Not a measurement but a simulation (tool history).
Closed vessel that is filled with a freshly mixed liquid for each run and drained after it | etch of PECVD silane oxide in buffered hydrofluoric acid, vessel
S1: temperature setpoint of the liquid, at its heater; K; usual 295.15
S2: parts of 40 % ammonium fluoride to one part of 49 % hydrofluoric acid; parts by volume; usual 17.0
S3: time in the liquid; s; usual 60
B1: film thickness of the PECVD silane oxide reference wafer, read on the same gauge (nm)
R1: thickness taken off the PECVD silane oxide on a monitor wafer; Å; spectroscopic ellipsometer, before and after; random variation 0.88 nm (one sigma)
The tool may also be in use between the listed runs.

| run | hour | S1 | S2 | S3 | B1 | R1 |
|---|---|---|---|---|---|---|
| 1 | 0.0 | 295.15 | 17.0 | 60 | 130.20 | 1051.1 |
| 2 | 34.3 | 295.15 | 17.0 | 60 | 130.14 | 1057.5 |
| 3 | 72.5 | 295.15 | 17.0 | 60 | 130.15 | 1049.8 |
| 4 | 137.9 | 295.15 | 17.0 | 60 | 130.07 | 1047.4 |
| 5 | 192.3 | 295.15 | 17.0 | 60 | 129.94 | 1048.3 |
| 6 | 241.0 | 295.15 | 17.0 | 60 | 129.82 | 1051.4 |
| 7 | 370.9 | 295.15 | 17.0 | 60 | 129.39 | 1053.4 |
| 8 | 442.5 | 296.15 | 17.0 | 60 | 129.03 | 1104.9 |
| 9 | 475.0 | 296.15 | 17.0 | 60 | 128.91 | 1110.9 |
| 10 | 518.6 | 296.15 | 17.0 | 60 | 128.63 | 1099.1 |
| 11 | 611.9 | 295.15 | 17.0 | 60 | 128.07 | 1047.4 |
| 12 | 667.9 | 295.15 | 17.0 | 60 | 127.64 | 1050.0 |
| 13 | 714.0 | 295.15 | 17.0 | 60 | 127.30 | 1028.7 |
| 14 | 751.5 | 292.15 | 20.5 | 40 | 126.99 | 484.4 |
| 15 | 781.4 | 295.15 | 17.0 | 60 | 126.73 | 1033.4 |
| 16 | 843.9 | 291.15 | 19.5 | 80 | 130.19 | 990.0 |
| 17 | 909.0 | 295.15 | 17.0 | 60 | 130.13 | 1073.1 |
| 18 | 957.6 | 300.15 | 17.0 | 75 | 130.03 | 1711.6 |
| 19 | 998.8 | 295.15 | 23.0 | 70 | 129.99 | 960.8 |
| 20 | 1029.6 | 295.15 | 17.0 | 60 | 129.95 | 1045.0 |
| 21 | 1068.8 | 295.15 | 14.5 | 45 | 129.83 | 915.9 |
| 22 | 1125.8 | 295.15 | 15.0 | 60 | 129.64 | 1192.6 |
| 23 | 1180.3 | 295.15 | 23.0 | 90 | 129.44 | 1221.6 |
| 24 | 1213.4 | 299.15 | 12.5 | 40 | 129.29 | 1188.0 |

Taken out of this log: 3 entries between the listed runs. Where each belongs, and how the hidden state differs across it:
Between runs 10 and 11: hydrofluoric acid flow meter replaced (hour 538.8)
  gauge reads high (%): -1.05 -> -1.51
  measured less the result without the state, R1: -11.7 -> -16.0 Å
Between runs 13 and 14: thermometer replaced (hour 730.2)
  gauge reads high (%): -2.08 -> -2.32
  measured less the result without the state, R1: -21.9 -> -11.5 Å
Between runs 15 and 16: gauge calibrated (hour 807.7)
  gauge reads high (%): -2.52 -> 0.138
  measured less the result without the state, R1: -26.7 -> +1.4 Å
